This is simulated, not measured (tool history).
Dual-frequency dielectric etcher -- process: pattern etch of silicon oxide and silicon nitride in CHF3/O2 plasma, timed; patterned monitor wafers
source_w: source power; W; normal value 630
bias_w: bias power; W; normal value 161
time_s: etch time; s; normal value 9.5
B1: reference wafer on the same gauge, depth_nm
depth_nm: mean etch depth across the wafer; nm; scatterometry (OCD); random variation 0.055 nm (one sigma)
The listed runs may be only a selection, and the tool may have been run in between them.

Run 1, hour 0.0: usual settings but time_s 8.0 s; B1 11.90. Result: depth_nm 12.20 nm.
Run 2, hour 33.7: usual settings but source_w 760 W, bias_w 185 W; B1 11.90. Result: depth_nm 16.54 nm.
Run 3, hour 47.6: usual settings but source_w 760 W, bias_w 185 W; B1 11.91. Result: depth_nm 16.62 nm.
Run 4, hour 64.9: usual settings but source_w 760 W, bias_w 185 W; B1 11.92. Result: depth_nm 16.68 nm.
Run 5, hour 100.8: usual settings; B1 11.89. Result: depth_nm 14.55 nm.
Run 6, hour 126.6: usual settings; B1 11.91. Result: depth_nm 14.48 nm.
Run 7, hour 141.9: usual settings; B1 11.92. Result: depth_nm 14.54 nm.
Run 8, hour 169.3: usual settings but source_w 510 W; B1 11.88. Result: depth_nm 13.40 nm.
Run 9, hour 204.8: usual settings but source_w 510 W; B1 11.90. Result: depth_nm 13.28 nm.
Run 10, hour 232.7: usual settings; B1 11.92. Result: depth_nm 14.56 nm.
At hour 256.7: gauge calibrated.
Run 11, hour 261.0: usual settings; B1 11.89. Result: depth_nm 14.60 nm.
At hour 286.1: bias power generator calibrated.
Run 12, hour 287.7: usual settings; B1 11.90. Result: depth_nm 14.63 nm.
Run 13, hour 322.8: usual settings; B1 11.91. Result: depth_nm 14.74 nm.
Run 14, hour 344.3: usual settings; B1 11.89. Result: depth_nm 14.68 nm.
Run 15, hour 361.4: usual settings but source_w 740 W, bias_w 180 W, time_s 6.5 s; B1 11.89. Result: depth_nm 11.34 nm.
At hour 381.3: source power generator calibrated.
At hour 408.9: wet clean of the chamber.
At hour 426.8: upper electrode replaced.
Run 16, hour 427.3: usual settings but source_w 520 W, bias_w 187 W, time_s 8.5 s; B1 11.91. Result: depth_nm 12.65 nm.
Run 17, hour 427.6: usual settings but time_s 6.5 s; B1 11.90. Result: depth_nm 9.86 nm.
Run 18, hour 439.1: usual settings; B1 11.90. Result: depth_nm 14.47 nm.
Run 19, hour 468.4: usual settings but source_w 550 W; B1 11.91. Result: depth_nm 13.75 nm.
Run 20, hour 493.1: usual settings but bias_w 124 W; B1 11.92. Result: depth_nm 13.03 nm.
Run 21, hour 510.0: usual settings but bias_w 149 W; B1 11.90. Result: depth_nm 13.98 nm.
Run 22, hour 523.4: usual settings but bias_w 144 W, time_s 6.5 s; B1 11.91. Result: depth_nm 9.41 nm.
Run 23, hour 556.3: usual settings but bias_w 140 W, time_s 12.0 s; B1 11.88. Result: depth_nm 17.27 nm.
Run 24, hour 579.0: usual settings but bias_w 134 W; B1 11.89. Result: depth_nm 13.49 nm.
Run 25, hour 597.6: usual settings; B1 11.92. Result: depth_nm 14.59 nm.
Run 26, hour 616.6: usual settings but source_w 760 W, bias_w 185 W; B1 11.91. Result: depth_nm 16.72 nm.
Run 27, hour 649.7: usual settings but source_w 710 W, bias_w 199 W, time_s 12.5 s; B1 11.90. Result: depth_nm 21.96 nm.
Run 28, hour 667.9: usual settings but source_w 750 W, bias_w 200 W; B1 11.90. Result: depth_nm 17.18 nm.

3 options for the next run, each taken on its own from the tool as it stands now. Forecast them:
Run A, hour 668.3: usual settings; B1 ?. Result: depth_nm ?.
Run B, hour 668.3: usual settings but time_s 12.0 s; B1 ?. Result: depth_nm ?.
Run C, hour 668.3: usual settings but bias_w 197 W; B1 ?. Result: depth_nm ?.

run     B1  depth_nm
  A  11.91     14.57
  B  11.91     18.41
  C  11.91     15.84
Without the tool's hidden state the same runs would have given:
run  depth_nm
  A     14.39
  B     18.17
  C     15.64
